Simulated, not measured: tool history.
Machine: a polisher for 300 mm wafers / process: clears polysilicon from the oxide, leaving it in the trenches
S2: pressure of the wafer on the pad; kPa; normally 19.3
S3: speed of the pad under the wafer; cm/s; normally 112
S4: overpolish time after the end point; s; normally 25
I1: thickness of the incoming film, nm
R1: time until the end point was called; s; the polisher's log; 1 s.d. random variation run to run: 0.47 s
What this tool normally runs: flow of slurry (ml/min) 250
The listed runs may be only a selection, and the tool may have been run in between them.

run 1 day=0.000 | flow_of_slurry_(ml/min)=250 S2=19.3 S3=112 S4=25 | I1=716.7 | R1=43.8
run 2 day=1.300 | flow_of_slurry_(ml/min)=250 S2=19.3 S3=112 S4=25 | I1=724.6 | R1=44.3
run 3 day=2.779 | flow_of_slurry_(ml/min)=250 S2=19.3 S3=112 S4=25 | I1=739.9 | R1=44.7
run 4 day=4.171 | flow_of_slurry_(ml/min)=250 S2=19.3 S3=112 S4=25 | I1=724.2 | R1=46.2
run 5 day=5.350 | flow_of_slurry_(ml/min)=250 S2=19.3 S3=112 S4=25 | I1=744.4 | R1=47.9
run 6 day=6.329 | flow_of_slurry_(ml/min)=250 S2=19.3 S3=112 S4=37 | I1=732.1 | R1=48.3
run 7 day=7.246 | flow_of_slurry_(ml/min)=250 S2=19.3 S3=86 S4=25 | I1=731.0 | R1=61.6
run 8 day=8.575 | flow_of_slurry_(ml/min)=250 S2=19.3 S3=82 S4=29 | I1=728.9 | R1=64.2
run 9 day=9.417 | flow_of_slurry_(ml/min)=250 S2=17.9 S3=112 S4=19 | I1=719.9 | R1=54.1
run 10 day=10.008 | flow_of_slurry_(ml/min)=250 S2=24.8 S3=98 S4=25 | I1=743.8 | R1=43.0
run 11 day=10.929 | flow_of_slurry_(ml/min)=310 S2=19.3 S3=112 S4=25 | I1=733.8 | R1=44.2
run 12 day=11.850 | flow_of_slurry_(ml/min)=250 S2=19.3 S3=112 S4=25 | I1=720.1 | R1=43.2
run 13 day=13.038 | flow_of_slurry_(ml/min)=250 S2=19.3 S3=112 S4=25 | I1=724.4 | R1=45.4
run 14 day=14.233 | flow_of_slurry_(ml/min)=285 S2=19.3 S3=112 S4=11 | I1=739.8 | R1=46.1
run 15 day=14.842 | flow_of_slurry_(ml/min)=250 S2=13.1 S3=112 S4=34 | I1=726.9 | R1=57.1
run 16 day=15.496 | flow_of_slurry_(ml/min)=250 S2=19.3 S3=136 S4=38 | I1=729.3 | R1=39.9
run 17 day=16.288 | flow_of_slurry_(ml/min)=250 S2=19.3 S3=112 S4=25 | I1=725.0 | R1=47.2
run 18 day=17.212 | flow_of_slurry_(ml/min)=250 S2=19.3 S3=112 S4=25 | I1=734.8 | R1=48.4
run 19 day=17.962 | flow_of_slurry_(ml/min)=170 S2=14.5 S3=146 S4=25 | I1=725.8 | R1=43.6
run 20 day=19.346 | flow_of_slurry_(ml/min)=250 S2=16.5 S3=112 S4=25 | I1=736.1 | R1=49.1
run 21 day=20.058 | flow_of_slurry_(ml/min)=250 S2=19.3 S3=112 S4=25 | I1=732.5 | R1=44.4
run 22 day=20.896 | flow_of_slurry_(ml/min)=290 S2=22.1 S3=78 S4=25 | I1=727.0 | R1=54.8
run 23 day=22.038 | flow_of_slurry_(ml/min)=250 S2=19.3 S3=112 S4=11 | I1=723.6 | R1=44.7
run 24 day=23.346 | flow_of_slurry_(ml/min)=250 S2=24.8 S3=112 S4=25 | I1=715.5 | R1=39.1
run 25 day=24.025 | flow_of_slurry_(ml/min)=250 S2=19.3 S3=112 S4=25 | I1=736.2 | R1=46.6
run 26 day=24.938 | flow_of_slurry_(ml/min)=250 S2=19.3 S3=112 S4=25 | I1=726.7 | R1=47.3
run 27 day=25.529 | flow_of_slurry_(ml/min)=250 S2=19.3 S3=112 S4=25 | I1=733.9 | R1=49.2
run 28 day=30.025 | flow_of_slurry_(ml/min)=250 S2=19.3 S3=112 S4=25 | I1=733.9 | R1=45.5
run 29 day=31.233 | flow_of_slurry_(ml/min)=250 S2=19.3 S3=134 S4=33 | I1=725.9 | R1=39.7
run 30 day=32.600 | flow_of_slurry_(ml/min)=285 S2=15.9 S3=112 S4=25 | I1=726.8 | R1=52.6
run 31 day=33.225 | flow_of_slurry_(ml/min)=250 S2=19.3 S3=102 S4=25 | I1=721.7 | R1=51.5
run 32 day=33.842 | flow_of_slurry_(ml/min)=305 S2=19.3 S3=152 S4=25 | I1=743.3 | R1=38.0
run 33 day=34.421 | flow_of_slurry_(ml/min)=250 S2=21.4 S3=112 S4=25 | I1=731.7 | R1=47.9
run 34 day=35.221 | flow_of_slurry_(ml/min)=250 S2=19.3 S3=88 S4=25 | I1=738.8 | R1=54.8
run 35 day=36.054 | flow_of_slurry_(ml/min)=205 S2=22.1 S3=112 S4=25 | I1=734.6 | R1=41.9

Between the runs listed above, the log contained 9 entries, not reproduced here. Where in the sequence does each belong, and how does what the log doesn't record of the tool's condition differ from the listed run before to the listed run after?
After run 1, before run 2: head pressure recalibrated (day 1.125)
  removal rate lost through wear of the pad, %: 0.987 -> 1.3
  difference, measured minus the result without the unlogged condition, R1: +0.5 -> +0.6 s
After run 6, before run 7: slurry nozzle cleaned (day 7.062)
  removal rate lost through wear of the pad, %: 7.54 -> 9.53
  difference, measured minus the result without the unlogged condition, R1: +3.6 -> +5.8 s
After run 9, before run 10: worn pad replaced by a new one (day 9.838)
  removal rate lost through wear of the pad, %: 15.3 -> 0.55
  difference, measured minus the result without the unlogged condition, R1: +8.2 -> +0.2 s
After run 17, before run 18: head pressure recalibrated (day 17.192)
  removal rate lost through wear of the pad, %: 7.09 -> 9.1
  difference, measured minus the result without the unlogged condition, R1: +3.3 -> +4.4 s
After run 18, before run 19: worn pad replaced by a new one (day 17.942)
  removal rate lost through wear of the pad, %: 9.1 -> 0.49
  difference, measured minus the result without the unlogged condition, R1: +4.4 -> +0.2 s
After run 25, before run 26: slurry nozzle cleaned (day 24.358)
  removal rate lost through wear of the pad, %: 6.31 -> 8.19
  difference, measured minus the result without the unlogged condition, R1: +2.9 -> +3.9 s
After run 27, before run 28: worn pad replaced by a new one (day 25.842)
  removal rate lost through wear of the pad, %: 9.54 -> 3.11
  difference, measured minus the result without the unlogged condition, R1: +4.7 -> +1.4 s
After run 31, before run 32: head pressure recalibrated (day 33.558)
  removal rate lost through wear of the pad, %: 8.92 -> 10.4
  difference, measured minus the result without the unlogged condition, R1: +4.6 -> +4.0 s
After run 33, before run 34: worn pad replaced by a new one (day 34.871)
  removal rate lost through wear of the pad, %: 11.9 -> 0.563
  difference, measured minus the result without the unlogged condition, R1: +5.7 -> +0.4 s

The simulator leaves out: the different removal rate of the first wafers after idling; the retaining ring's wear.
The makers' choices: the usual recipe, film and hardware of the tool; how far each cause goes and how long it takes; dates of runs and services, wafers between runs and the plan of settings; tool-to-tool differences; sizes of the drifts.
